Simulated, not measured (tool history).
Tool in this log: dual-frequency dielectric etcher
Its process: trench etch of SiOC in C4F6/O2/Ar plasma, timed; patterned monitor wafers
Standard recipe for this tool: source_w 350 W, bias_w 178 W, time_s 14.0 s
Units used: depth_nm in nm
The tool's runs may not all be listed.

| run | day | source_w | bias_w | time_s | wafers since the last listed run | hours since the last wet clean | hours since the last source power generator calibration | hours since the last bias power generator calibration | hours since the last upper electrode change | hours since the gauge calibration | read-back reference wafer on the same gauge, depth_nm | depth_nm |
|---|---|---|---|---|---|---|---|---|---|---|---|---|
| 1 | 0.000 | 350 | 178 | 16.5 | 0 | 168.1 | 1124.8 | 1597.2 | 2236.8 | 410.4 | 22.62 | 31.32 |
| 2 | 2.667 | 350 | 178 | 16.5 | 763 | 232.1 | 1188.8 | 1661.2 | 2300.8 | 474.4 | 22.60 | 31.85 |
| 3 | 4.758 | 350 | 178 | 16.5 | 598 | 282.3 | 1239.0 | 1711.4 | 2351.0 | 524.6 | 22.61 | 32.04 |
| 4 | 5.942 | 350 | 178 | 17.0 | 338 | 310.7 | 1267.4 | 1739.8 | 2379.4 | 553.0 | 22.63 | 32.68 |
| 5 | 7.950 | 350 | 178 | 17.0 | 574 | 358.9 | 1315.6 | 1788.0 | 2427.6 | 601.2 | 22.55 | 33.04 |
| 6 | 10.854 | 350 | 178 | 16.0 | 831 | 428.6 | 1385.3 | 1857.7 | 2497.3 | 670.9 | 22.65 | 31.59 |
|  | 12.471 | wet clean of the chamber |
| 7 | 12.492 | 350 | 178 | 16.0 | 182 | 0.5 | 1424.6 | 1897.0 | 2536.6 | 710.2 | 22.64 | 30.36 |
| 8 | 13.946 | 350 | 178 | 16.0 | 416 | 35.4 | 1459.5 | 1931.9 | 2571.5 | 745.1 | 22.62 | 30.58 |
|  | 19.688 | bias power generator calibrated |
| 9 | 20.721 | 410 | 149 | 14.0 | 1891 | 198.0 | 1622.1 | 24.8 | 2734.1 | 907.7 | 22.58 | 27.65 |
|  | 22.312 | upper electrode replaced |
| 10 | 22.333 | 410 | 149 | 14.0 | 175 | 236.7 | 1660.8 | 63.5 | 0.5 | 946.4 | 22.59 | 27.63 |
| 11 | 23.983 | 410 | 149 | 14.0 | 472 | 276.3 | 1700.4 | 103.1 | 40.1 | 986.0 | 22.58 | 27.88 |
|  | 24.300 | gauge calibrated |
| 12 | 26.971 | 350 | 178 | 16.0 | 854 | 348.0 | 1772.1 | 174.8 | 111.8 | 64.1 | 22.59 | 31.13 |
|  | 27.933 | source power generator calibrated |
| 13 | 29.354 | 390 | 137 | 14.0 | 634 | 405.2 | 34.1 | 232.0 | 169.0 | 121.3 | 22.63 | 26.75 |
| 14 | 30.583 | 350 | 178 | 14.0 | 351 | 434.7 | 63.6 | 261.5 | 198.5 | 150.8 | 22.62 | 27.59 |
|  | 34.088 | wet clean of the chamber |
| 15 | 34.108 | 280 | 140 | 11.5 | 722 | 0.5 | 148.2 | 346.1 | 283.1 | 235.4 | 22.62 | 18.00 |
| 16 | 35.708 | 400 | 163 | 11.5 | 457 | 38.9 | 186.6 | 384.5 | 321.5 | 273.8 | 22.60 | 22.93 |
| 17 | 37.096 | 410 | 178 | 15.5 | 397 | 72.2 | 219.9 | 417.8 | 354.8 | 307.1 | 22.59 | 31.90 |
| 18 | 38.096 | 280 | 178 | 16.5 | 286 | 96.2 | 243.9 | 441.8 | 378.8 | 331.1 | 22.64 | 27.89 |
| 19 | 40.483 | 260 | 156 | 14.0 | 683 | 153.5 | 301.2 | 499.1 | 436.1 | 388.4 | 22.60 | 21.98 |
| 20 | 43.467 | 350 | 178 | 11.0 | 853 | 225.1 | 372.8 | 570.7 | 507.7 | 460.0 | 22.61 | 21.06 |
| 21 | 45.775 | 270 | 213 | 11.0 | 660 | 280.5 | 428.2 | 626.1 | 563.1 | 515.4 | 22.60 | 19.68 |
| 22 | 46.842 | 280 | 178 | 16.0 | 305 | 306.1 | 453.8 | 651.7 | 588.7 | 541.0 | 22.59 | 27.53 |

Below, some changes in depth_nm between adjacent runs. For each, the amount present without the hidden state too (settings, incoming material, random variation) and the amount remaining for the hidden state with gauge scatter not shared by both compared results:
The hidden state here: etch rate over this chamber's usual, %; source power that arrives over what is set, %; bias power that arrives over what is set, %; gauge reads high (%).
Run 6 -> 7: wet clean of the chamber. depth_nm -1.23 nm: hidden state -1.02, all else -0.21.
Run 14 -> 15: source_w 350 -> 280, bias_w 178 -> 140, time_s 14.0 -> 11.5, wet clean of the chamber. depth_nm -9.59 nm: hidden state -0.73, all else -8.86.
Run 16 -> 17: source_w 400 -> 410, bias_w 163 -> 178, time_s 11.5 -> 15.5. depth_nm +8.97 nm: hidden state +0.12, all else +8.85.
